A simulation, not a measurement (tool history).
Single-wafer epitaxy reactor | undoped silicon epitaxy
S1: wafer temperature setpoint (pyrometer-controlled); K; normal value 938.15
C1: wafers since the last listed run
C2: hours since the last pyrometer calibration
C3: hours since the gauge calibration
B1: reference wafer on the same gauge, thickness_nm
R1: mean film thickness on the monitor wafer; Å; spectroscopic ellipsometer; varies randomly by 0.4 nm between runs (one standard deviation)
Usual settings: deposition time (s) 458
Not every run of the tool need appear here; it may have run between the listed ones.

Run 1, hour 0.0: usual settings but S1 941.15 K, deposition time (s) 490; C1 0; C2 970.6; C3 1182.4; B1 103.047. Result: R1 1174.34 Å.
Run 2, hour 101.1: usual settings but S1 941.15 K, deposition time (s) 490; C1 534; C2 1071.7; C3 1283.5; B1 103.222. Result: R1 1166.32 Å.
Run 3, hour 165.5: usual settings but deposition time (s) 439; C1 340; C2 1136.1; C3 1347.9; B1 102.906. Result: R1 966.74 Å.
Run 4, hour 215.8: usual settings but deposition time (s) 439; C1 266; C2 1186.4; C3 1398.2; B1 103.143. Result: R1 972.19 Å.
Run 5, hour 296.9: usual settings but deposition time (s) 401; C1 429; C2 1267.5; C3 1479.3; B1 102.945. Result: R1 884.96 Å.
Run 6, hour 401.9: usual settings but deposition time (s) 401; C1 555; C2 1372.5; C3 1584.3; B1 102.859. Result: R1 875.65 Å.
Run 7, hour 482.5: usual settings; C1 426; C2 1453.1; C3 1664.9; B1 103.084. Result: R1 1001.53 Å.
Run 8, hour 580.2: usual settings but S1 934.15 K; C1 516; C2 1550.8; C3 1762.6; B1 102.887. Result: R1 907.98 Å.
Run 9, hour 682.5: usual settings but S1 934.15 K; C1 541; C2 1653.1; C3 1864.9; B1 103.073. Result: R1 906.04 Å.
At hour 750.7: pyrometer calibrated.
Run 10, hour 764.8: usual settings but S1 947.15 K, deposition time (s) 388; C1 393; C2 14.1; C3 1947.2; B1 103.070. Result: R1 1092.05 Å.
At hour 767.6: gauge calibrated.
Run 11, hour 801.5: usual settings but S1 942.15 K; C1 194; C2 50.8; C3 33.9; B1 102.906. Result: R1 1137.52 Å.
Run 12, hour 902.2: usual settings but S1 932.15 K, deposition time (s) 490; C1 532; C2 151.5; C3 134.6; B1 103.056. Result: R1 944.98 Å.
Run 13, hour 984.3: usual settings; C1 434; C2 233.6; C3 216.7; B1 103.119. Result: R1 1028.80 Å.
Run 14, hour 1053.8: usual settings; C1 367; C2 303.1; C3 286.2; B1 102.977. Result: R1 1029.50 Å.
Run 15, hour 1148.0: usual settings; C1 498; C2 397.3; C3 380.4; B1 102.865. Result: R1 1025.51 Å.
Run 16, hour 1214.4: usual settings but S1 924.15 K, deposition time (s) 390; C1 351; C2 463.7; C3 446.8; B1 102.977. Result: R1 616.62 Å.
Run 17, hour 1250.6: usual settings but S1 933.15 K; C1 191; C2 499.9; C3 483.0; B1 103.058. Result: R1 897.31 Å.
Run 18, hour 1355.1: usual settings but deposition time (s) 488; C1 552; C2 604.4; C3 587.5; B1 103.018. Result: R1 1078.80 Å.
Run 19, hour 1438.1: usual settings but S1 931.15 K, deposition time (s) 494; C1 439; C2 687.4; C3 670.5; B1 103.007. Result: R1 925.41 Å.
Run 20, hour 1514.8: usual settings but S1 951.15 K, deposition time (s) 411; C1 405; C2 764.1; C3 747.2; B1 103.043. Result: R1 1247.31 Å.
Run 21, hour 1553.8: usual settings but S1 948.15 K, deposition time (s) 548; C1 206; C2 803.1; C3 786.2; B1 103.002. Result: R1 1545.92 Å.
Run 22, hour 1643.0: usual settings but S1 931.15 K, deposition time (s) 494; C1 471; C2 892.3; C3 875.4; B1 103.015. Result: R1 924.49 Å.

Below are 3 alternative next runs, each starting from the tool's condition after run 22. Predict each:
Run A, hour 1643.5: usual settings; C1 2; C2 892.8; C3 875.9; B1 ?. Result: R1 ?.
Run B, hour 1643.5: usual settings but S1 952.15 K; C1 2; C2 892.8; C3 875.9; B1 ?. Result: R1 ?.
Run C, hour 1643.5: usual settings but S1 926.15 K; C1 2; C2 892.8; C3 875.9; B1 ?. Result: R1 ?.

run       B1       R1
  A  102.833  1012.71
  B  102.833  1411.67
  C  102.833   754.87
With the hidden condition removed and each run's random variation left untouched, the same runs would have given:
run       R1
  A  1045.91
  B  1456.39
  C   780.37
